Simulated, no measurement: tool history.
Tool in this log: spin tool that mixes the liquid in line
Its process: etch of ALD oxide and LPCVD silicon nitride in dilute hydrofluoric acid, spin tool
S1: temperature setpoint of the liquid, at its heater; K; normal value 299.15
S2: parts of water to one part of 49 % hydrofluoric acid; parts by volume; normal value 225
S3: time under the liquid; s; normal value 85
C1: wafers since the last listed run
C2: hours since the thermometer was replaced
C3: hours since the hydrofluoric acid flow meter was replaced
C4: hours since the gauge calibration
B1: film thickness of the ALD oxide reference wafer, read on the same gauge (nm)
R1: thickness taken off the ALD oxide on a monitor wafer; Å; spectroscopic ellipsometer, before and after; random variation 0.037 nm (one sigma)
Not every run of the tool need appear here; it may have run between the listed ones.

run    hour      S1   S2   S3    C1      C2      C3      C4      B1      R1
  1       0  299.15  225   85     0  2418.8  1468.9  3617.5  30.008   43.42
  2    96.5  299.15  225   85  1299  2515.3  1565.4    3714  29.984   43.43
  3   156.1  299.15  225   85   802  2574.9    1625  3773.6  29.991   43.74
  4   251.2  299.15  225   85  1280    2670  1720.1  3868.7   29.98   43.53
      371.2  -- hydrofluoric acid flow meter replaced
  5   512.7  299.15  225   85  3507  2931.5   141.5  4130.2  30.013   43.33
      525.8  -- thermometer replaced
  6   551.1  299.15  225   85   503    25.3   179.9  4168.6  29.989   43.74
  7   618.1  299.15  225   45   902    92.3   246.9  4235.6  30.007   22.91
  8   722.4  297.65  175   70  1404   196.6   351.2  4339.9  29.994   46.53
      730.1  -- gauge calibrated
  9   766.9  299.15  225  105   599   241.1   395.7    36.8  30.008    54.7
 10    1048  299.15  225   85  3784   522.2   676.8   317.9  30.006    43.3
 11  1095.6  299.15  225   85   640   569.8   724.4   365.5   30.01   43.45
 12    1192  297.15  140   50  1297   666.2   820.8   461.9  29.994   41.78
 13  1242.5  299.15  225   85   679   716.7   871.3   512.4  29.991   43.84
 14  1328.7  294.15  195   55  1160   802.9   957.5   598.6  30.016   28.39
 15  1388.7  297.15  225  130   807   862.9  1017.5   658.6  30.004    61.9
 16  1480.8  299.15  225   85  1239     955  1109.6   750.7   29.99   43.42
 17  1587.1  299.15  225   85  1431  1061.3  1215.9     857  29.985   43.46
 18  1661.9  299.15  180  105  1007  1136.1  1290.7   931.8   29.99      71
 19    1747  295.65  155   40  1145  1221.2  1375.8  1016.9   30.01   28.27
 20    1829  297.65  225   85  1103  1303.2  1457.8  1098.9  29.986   40.97
 21  1935.7  299.15  225  120  1436  1409.9  1564.5  1205.6  29.989   61.85
 22  2041.5  299.15  225   85  1424  1515.7  1670.3  1311.4  30.014   43.81
 23  2095.4  295.65  165  125   725  1569.6  1724.2  1365.3  29.993   82.54
       2166  -- hydrofluoric acid flow meter replaced
 24  2170.1  295.65  225   85   992  1644.3     4.1    1440  30.015   38.66
 25  2227.8  301.15  225   60   776    1702    61.8  1497.7  29.992   33.06
 26  2312.8  297.15  135  125  1144    1787   146.8  1582.7  30.006  109.89
 27  2402.3  299.15  225   85  1204  1876.5   236.3  1672.2  29.981   43.31

Describe how what the log doesn't record of the tool's condition differs between the last listed run preceding each entry between runs and the first listed run following it.
Logged between run 4 and run 5: hydrofluoric acid flow meter replaced (hour 371.2)
  both runs share identical hidden conditions
Logged between run 5 and run 6: thermometer replaced (hour 525.8)
  both runs share identical hidden conditions
Logged between run 8 and run 9: gauge calibrated (hour 730.1)
  both runs share identical hidden conditions
Logged between run 23 and run 24: hydrofluoric acid flow meter replaced (hour 2166)
  both runs share identical hidden conditions
